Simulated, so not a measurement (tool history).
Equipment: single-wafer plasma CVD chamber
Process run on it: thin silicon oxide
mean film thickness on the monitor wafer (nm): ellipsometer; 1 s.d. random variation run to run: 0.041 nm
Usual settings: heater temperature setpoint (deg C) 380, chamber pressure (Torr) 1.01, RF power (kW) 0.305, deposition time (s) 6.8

run,hour,heater temperature setpoint (deg C),chamber pressure (Torr),RF power (kW),deposition time (s),"read-back reference wafer on the same gauge, thickness_nm",mean film thickness on the monitor wafer (nm)
1,0.0,380,1.01,0.305,6.8,12.100,13.385
2,44.7,380,1.01,0.305,6.8,12.101,13.260
3,140.9,380,1.01,0.305,6.8,12.105,13.299
# hour 192.0: RF generator calibrated
# hour 439.9: capacitance manometer re-zeroed and calibrated
4,449.3,380,1.01,0.305,6.8,12.101,13.782
5,519.2,380,1.01,0.335,6.8,12.092,14.402
# hour 538.8: thermocouple changed; heater temperature recalibrated
6,598.8,380,1.01,0.305,6.8,12.079,13.790
# hour 648.1: gauge calibrated
7,680.7,380,1.01,0.305,6.8,12.099,13.825
# hour 726.4: showerhead replaced
8,757.5,380,1.01,0.305,6.8,12.089,13.721
9,836.1,380,1.01,0.305,6.8,12.093,13.725

The next listed run, before its measurement:
10,910.9,380,1.11,0.260,6.8,?,?

Run 10 measured read-back reference wafer on the same gauge, thickness_nm 12.110, mean film thickness on the monitor wafer (nm) 13.029.
Had the tool carried no hidden state, the very same run would have given mean film thickness on the monitor wafer (nm) 13.358.
